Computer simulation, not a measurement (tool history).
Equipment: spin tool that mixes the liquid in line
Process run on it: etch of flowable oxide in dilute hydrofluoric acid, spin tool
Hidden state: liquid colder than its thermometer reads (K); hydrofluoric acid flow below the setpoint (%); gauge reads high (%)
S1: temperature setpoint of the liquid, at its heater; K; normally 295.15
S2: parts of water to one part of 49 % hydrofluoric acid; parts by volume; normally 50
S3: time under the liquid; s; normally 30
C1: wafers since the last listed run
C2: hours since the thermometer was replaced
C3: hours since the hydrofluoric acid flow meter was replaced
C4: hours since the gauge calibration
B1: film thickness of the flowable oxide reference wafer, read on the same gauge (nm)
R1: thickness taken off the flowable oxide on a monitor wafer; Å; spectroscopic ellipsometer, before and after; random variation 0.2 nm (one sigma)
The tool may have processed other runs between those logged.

{"run": 1, "hour": 0.0, "S1": 295.15, "S2": 50, "S3": 30, "C1": 0, "C2": 345.9, "C3": 1501.9, "C4": 478.8, "B1": 100.01, "R1": 209.3}
{"run": 2, "hour": 54.6, "S1": 295.15, "S2": 50, "S3": 30, "C1": 1017, "C2": 400.5, "C3": 1556.5, "C4": 533.4, "B1": 100.0, "R1": 206.4}
{"run": 3, "hour": 109.6, "S1": 295.15, "S2": 50, "S3": 30, "C1": 1024, "C2": 455.5, "C3": 1611.5, "C4": 588.4, "B1": 100.0, "R1": 209.9}
{"run": 4, "hour": 150.6, "S1": 291.65, "S2": 35, "S3": 30, "C1": 763, "C2": 496.5, "C3": 1652.5, "C4": 629.4, "B1": 99.98, "R1": 262.1}
{"run": 5, "hour": 189.2, "S1": 291.65, "S2": 35, "S3": 30, "C1": 719, "C2": 535.1, "C3": 1691.1, "C4": 668.0, "B1": 100.02, "R1": 257.6}
{"run": 6, "hour": 228.6, "S1": 295.15, "S2": 50, "S3": 30, "C1": 734, "C2": 574.5, "C3": 1730.5, "C4": 707.4, "B1": 100.0, "R1": 205.2}
{"run": 7, "hour": 283.4, "S1": 295.15, "S2": 50, "S3": 30, "C1": 1020, "C2": 629.3, "C3": 1785.3, "C4": 762.2, "B1": 100.0, "R1": 203.6}
{"run": 8, "hour": 325.8, "S1": 295.15, "S2": 50, "S3": 30, "C1": 789, "C2": 671.7, "C3": 1827.7, "C4": 804.6, "B1": 99.98, "R1": 201.5}
{"run": 9, "hour": 356.8, "S1": 295.15, "S2": 50, "S3": 30, "C1": 577, "C2": 702.7, "C3": 1858.7, "C4": 835.6, "B1": 100.0, "R1": 201.9}
{"run": 10, "hour": 413.6, "S1": 295.15, "S2": 50, "S3": 30, "C1": 1058, "C2": 759.5, "C3": 1915.5, "C4": 892.4, "B1": 100.03, "R1": 204.3}
{"run": 11, "hour": 442.2, "S1": 295.15, "S2": 50, "S3": 30, "C1": 532, "C2": 788.1, "C3": 1944.1, "C4": 921.0, "B1": 99.99, "R1": 199.2}
{"hour": 474.1, "done": "hydrofluoric acid flow meter replaced"}
{"run": 12, "hour": 504.0, "S1": 295.15, "S2": 50, "S3": 35, "C1": 1132, "C2": 849.9, "C3": 29.9, "C4": 982.8, "B1": 100.03, "R1": 236.4}
{"hour": 528.7, "done": "thermometer replaced"}
{"hour": 537.6, "done": "gauge calibrated"}
{"run": 13, "hour": 543.3, "S1": 295.15, "S2": 50, "S3": 35, "C1": 713, "C2": 14.6, "C3": 69.2, "C4": 5.7, "B1": 99.99, "R1": 220.2}
{"run": 14, "hour": 634.9, "S1": 295.15, "S2": 55, "S3": 30, "C1": 1706, "C2": 106.2, "C3": 160.8, "C4": 97.3, "B1": 99.99, "R1": 170.8}
{"run": 15, "hour": 667.4, "S1": 295.15, "S2": 55, "S3": 30, "C1": 605, "C2": 138.7, "C3": 193.3, "C4": 129.8, "B1": 99.99, "R1": 167.2}
{"hour": 713.3, "done": "thermometer replaced, repeated, since the last time left the tool worse"}
{"run": 16, "hour": 727.2, "S1": 295.15, "S2": 50, "S3": 30, "C1": 1095, "C2": 13.9, "C3": 253.1, "C4": 189.6, "B1": 99.98, "R1": 216.5}
{"run": 17, "hour": 770.9, "S1": 290.15, "S2": 70, "S3": 40, "C1": 814, "C2": 57.6, "C3": 296.8, "C4": 233.3, "B1": 100.03, "R1": 159.4}
{"run": 18, "hour": 814.4, "S1": 295.15, "S2": 50, "S3": 30, "C1": 810, "C2": 101.1, "C3": 340.3, "C4": 276.8, "B1": 100.02, "R1": 210.8}
{"run": 19, "hour": 858.2, "S1": 291.65, "S2": 50, "S3": 30, "C1": 816, "C2": 144.9, "C3": 384.1, "C4": 320.6, "B1": 100.0, "R1": 177.0}
{"run": 20, "hour": 900.3, "S1": 293.65, "S2": 75, "S3": 35, "C1": 784, "C2": 187.0, "C3": 426.2, "C4": 362.7, "B1": 100.0, "R1": 149.8}
{"run": 21, "hour": 943.0, "S1": 296.65, "S2": 75, "S3": 30, "C1": 795, "C2": 229.7, "C3": 468.9, "C4": 405.4, "B1": 100.01, "R1": 142.6}
{"run": 22, "hour": 1010.2, "S1": 295.15, "S2": 50, "S3": 35, "C1": 1251, "C2": 296.9, "C3": 536.1, "C4": 472.6, "B1": 100.02, "R1": 243.8}
{"run": 23, "hour": 1073.7, "S1": 291.65, "S2": 70, "S3": 50, "C1": 1183, "C2": 360.4, "C3": 599.6, "C4": 536.1, "B1": 100.0, "R1": 205.5}
{"run": 24, "hour": 1121.1, "S1": 295.15, "S2": 50, "S3": 30, "C1": 883, "C2": 407.8, "C3": 647.0, "C4": 583.5, "B1": 99.99, "R1": 201.3}
{"run": 25, "hour": 1180.8, "S1": 295.15, "S2": 50, "S3": 30, "C1": 1112, "C2": 467.5, "C3": 706.7, "C4": 643.2, "B1": 99.99, "R1": 204.7}
{"run": 26, "hour": 1212.4, "S1": 291.15, "S2": 50, "S3": 30, "C1": 588, "C2": 499.1, "C3": 738.3, "C4": 674.8, "B1": 100.02, "R1": 169.2}
{"run": 27, "hour": 1276.5, "S1": 292.65, "S2": 40, "S3": 30, "C1": 1194, "C2": 563.2, "C3": 802.4, "C4": 738.9, "B1": 100.01, "R1": 228.7}
{"run": 28, "hour": 1309.0, "S1": 296.65, "S2": 60, "S3": 35, "C1": 605, "C2": 595.7, "C3": 834.9, "C4": 771.4, "B1": 100.01, "R1": 206.1}
{"run": 29, "hour": 1374.6, "S1": 295.15, "S2": 50, "S3": 15, "C1": 1222, "C2": 661.3, "C3": 900.5, "C4": 837.0, "B1": 100.01, "R1": 101.4}
{"run": 30, "hour": 1427.2, "S1": 293.65, "S2": 35, "S3": 40, "C1": 979, "C2": 713.9, "C3": 953.1, "C4": 889.6, "B1": 99.98, "R1": 364.6}

Predict each of these 4 candidate next runs independently; none follows another, all start after run 30:
{"run": "A", "hour": 1427.6, "S1": 295.15, "S2": 50, "S3": 30, "C1": 7, "C2": 714.3, "C3": 953.5, "C4": 890.0, "B1": "?", "R1": "?"}
{"run": "B", "hour": 1427.6, "S1": 300.15, "S2": 50, "S3": 30, "C1": 7, "C2": 714.3, "C3": 953.5, "C4": 890.0, "B1": "?", "R1": "?"}
{"run": "C", "hour": 1427.6, "S1": 299.65, "S2": 40, "S3": 15, "C1": 7, "C2": 714.3, "C3": 953.5, "C4": 890.0, "B1": "?", "R1": "?"}
{"run": "D", "hour": 1427.6, "S1": 292.15, "S2": 65, "S3": 25, "C1": 7, "C2": 714.3, "C3": 953.5, "C4": 890.0, "B1": "?", "R1": "?"}

run=A B1=100.01 R1=199.4
run=B B1=100.01 R1=245.4
run=C B1=100.01 R1=152.4
run=D B1=100.01 R1=110.5
Take away the tool's hidden state, keep each run's random variation, and the runs would have read:
run=A R1=214.3
run=B R1=263.0
run=C R1=163.4
run=D R1=118.9
